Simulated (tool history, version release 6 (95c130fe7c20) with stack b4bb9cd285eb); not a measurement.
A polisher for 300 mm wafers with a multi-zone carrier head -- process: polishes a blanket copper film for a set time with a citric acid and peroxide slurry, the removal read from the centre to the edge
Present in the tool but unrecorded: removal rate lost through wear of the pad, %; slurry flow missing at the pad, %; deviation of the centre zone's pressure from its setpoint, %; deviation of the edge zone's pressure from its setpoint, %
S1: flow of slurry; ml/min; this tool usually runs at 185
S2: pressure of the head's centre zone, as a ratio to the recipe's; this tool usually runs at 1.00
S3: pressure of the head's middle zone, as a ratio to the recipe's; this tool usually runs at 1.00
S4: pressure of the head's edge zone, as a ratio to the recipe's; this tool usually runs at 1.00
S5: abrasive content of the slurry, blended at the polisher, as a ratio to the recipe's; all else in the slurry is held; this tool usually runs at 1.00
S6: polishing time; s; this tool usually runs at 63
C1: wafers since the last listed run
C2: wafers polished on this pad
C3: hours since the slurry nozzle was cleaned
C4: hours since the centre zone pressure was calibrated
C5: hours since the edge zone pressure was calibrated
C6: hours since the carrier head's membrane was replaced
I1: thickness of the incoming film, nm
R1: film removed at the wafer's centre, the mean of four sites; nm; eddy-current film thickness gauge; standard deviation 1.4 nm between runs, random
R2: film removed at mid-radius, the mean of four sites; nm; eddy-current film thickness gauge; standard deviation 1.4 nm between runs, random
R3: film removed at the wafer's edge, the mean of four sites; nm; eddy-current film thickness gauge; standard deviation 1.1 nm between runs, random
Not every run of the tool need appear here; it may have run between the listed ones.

Run 1, hour 0.0: usual settings but S2 1.09, S4 0.96; C1 0; C2 203; C3 475.8; C4 22.4; C5 534.8; C6 1146.6; I1 943.9. Result: R1 160.0 nm, R2 152.5 nm, R3 148.9 nm.
Run 2, hour 17.0: usual settings; C1 181; C2 385; C3 492.8; C4 39.4; C5 551.8; C6 1163.6; I1 949.3. Result: R1 143.5 nm, R2 152.5 nm, R3 152.6 nm.
At hour 22.0: slurry nozzle cleaned.
At hour 22.2: carrier head's membrane replaced by a new one.
Run 3, hour 24.1: usual settings but S2 1.05, S6 74 s; C1 63; C2 448; C3 2.1; C4 46.5; C5 558.9; C6 1.9; I1 969.9. Result: R1 182.3 nm, R2 183.0 nm, R3 178.7 nm.
Run 4, hour 40.0: usual settings but S1 215 ml/min, S2 1.09; C1 169; C2 618; C3 18.0; C4 62.4; C5 574.8; C6 17.8; I1 943.4. Result: R1 158.7 nm, R2 156.1 nm, R3 152.2 nm.
Run 5, hour 53.6: usual settings but S3 1.06, S4 0.93, S5 1.25, S6 74 s; C1 145; C2 763; C3 31.6; C4 76.0; C5 588.4; C6 31.4; I1 944.9. Result: R1 178.5 nm, R2 200.3 nm, R3 181.7 nm.
Run 6, hour 64.0: usual settings but S1 165 ml/min, S2 1.08, S3 0.93, S6 69 s; C1 110; C2 874; C3 42.0; C4 86.4; C5 598.8; C6 41.8; I1 935.8. Result: R1 167.8 nm, R2 158.6 nm, R3 163.5 nm.
At hour 77.3: worn pad replaced by a new one.
Run 7, hour 81.7: usual settings but S2 1.10, S4 0.97; C1 146; C2 47; C3 59.7; C4 104.1; C5 616.5; C6 59.5; I1 952.4. Result: R1 159.6 nm, R2 154.8 nm, R3 148.8 nm.
Run 8, hour 92.3: usual settings but S2 0.92, S3 0.96, S4 0.95, S5 1.10; C1 113; C2 160; C3 70.3; C4 114.7; C5 627.1; C6 70.1; I1 944.8. Result: R1 137.3 nm, R2 151.6 nm, R3 151.3 nm.
Run 9, hour 101.2: usual settings but S6 50 s; C1 94; C2 255; C3 79.2; C4 123.6; C5 636.0; C6 79.0; I1 954.6. Result: R1 115.4 nm, R2 121.6 nm, R3 119.5 nm.
At hour 115.8: edge zone pressure recalibrated.
Run 10, hour 116.3: usual settings; C1 139; C2 394; C3 94.3; C4 138.7; C5 0.5; C6 94.1; I1 953.7. Result: R1 144.8 nm, R2 155.2 nm, R3 151.6 nm.
Run 11, hour 125.7: usual settings; C1 100; C2 495; C3 103.7; C4 148.1; C5 9.9; C6 103.5; I1 960.5. Result: R1 142.1 nm, R2 154.1 nm, R3 150.9 nm.
Run 12, hour 132.1: usual settings but S2 1.07, S4 1.06, S5 1.30; C1 68; C2 563; C3 110.1; C4 154.5; C5 16.3; C6 109.9; I1 956.8. Result: R1 164.7 nm, R2 163.3 nm, R3 165.8 nm.
Run 13, hour 147.7: usual settings but S1 140 ml/min; C1 166; C2 729; C3 125.7; C4 170.1; C5 31.9; C6 125.5; I1 945.8. Result: R1 134.6 nm, R2 149.1 nm, R3 147.9 nm.
Run 14, hour 156.8: usual settings but S1 235 ml/min, S2 1.06, S3 0.90; C1 97; C2 826; C3 134.8; C4 179.2; C5 41.0; C6 134.6; I1 951.8. Result: R1 154.3 nm, R2 142.6 nm, R3 154.7 nm.
Run 15, hour 165.6: usual settings but S4 0.96, S6 77 s; C1 93; C2 920; C3 143.6; C4 188.0; C5 49.8; C6 143.4; I1 944.3. Result: R1 172.3 nm, R2 186.5 nm, R3 182.1 nm.
At hour 181.8: worn pad replaced by a new one.
Run 16, hour 182.3: usual settings but S1 165 ml/min, S6 85 s; C1 135; C2 5; C3 160.3; C4 204.7; C5 66.5; C6 160.1; I1 948.5. Result: R1 187.0 nm, R2 203.7 nm, R3 203.0 nm.
Run 17, hour 193.9: usual settings but S6 84 s; C1 123; C2 129; C3 171.9; C4 216.3; C5 78.1; C6 171.7; I1 957.3. Result: R1 189.2 nm, R2 204.4 nm, R3 203.4 nm.
Run 18, hour 209.1: usual settings but S3 1.09, S5 1.20; C1 162; C2 291; C3 187.1; C4 231.5; C5 93.3; C6 186.9; I1 955.4. Result: R1 147.0 nm, R2 172.6 nm, R3 158.7 nm.
Run 19, hour 218.2: usual settings but S2 1.07, S4 1.06, S5 1.30; C1 97; C2 388; C3 196.2; C4 240.6; C5 102.4; C6 196.0; I1 961.2. Result: R1 163.6 nm, R2 163.7 nm, R3 166.6 nm.
Run 20, hour 234.7: usual settings; C1 175; C2 564; C3 212.7; C4 257.1; C5 118.9; C6 212.5; I1 949.8. Result: R1 143.2 nm, R2 153.6 nm, R3 152.1 nm.
Run 21, hour 251.9: usual settings but S4 1.07; C1 183; C2 747; C3 229.9; C4 274.3; C5 136.1; C6 229.7; I1 957.1. Result: R1 139.6 nm, R2 153.3 nm, R3 157.5 nm.
Run 22, hour 258.6: usual settings; C1 71; C2 819; C3 236.6; C4 281.0; C5 142.8; C6 236.4; I1 948.6. Result: R1 140.8 nm, R2 152.6 nm, R3 150.4 nm.

A few steps of R1 between consecutive runs. Split each: what settings, incoming material and random variation would produce without the hidden state, and what is left over for the hidden state, along with gauge scatter present in only one of the two compared results (measured, and without hidden state):
Run 2 -> 3: S2 1.00 -> 1.05, S6 63 -> 74, slurry nozzle cleaned, carrier head's membrane replaced by a new one. R1 +38.8 nm: hidden state -0.7, all else +39.5.
Run 9 -> 10: S6 50 -> 63, edge zone pressure recalibrated. R1 +29.4 nm: hidden state -1.1, all else +30.5.
Run 17 -> 18: S3 1.00 -> 1.09, S5 1.00 -> 1.20, S6 84 -> 63. R1 -42.2 nm: hidden state +1.4, all else -43.6.
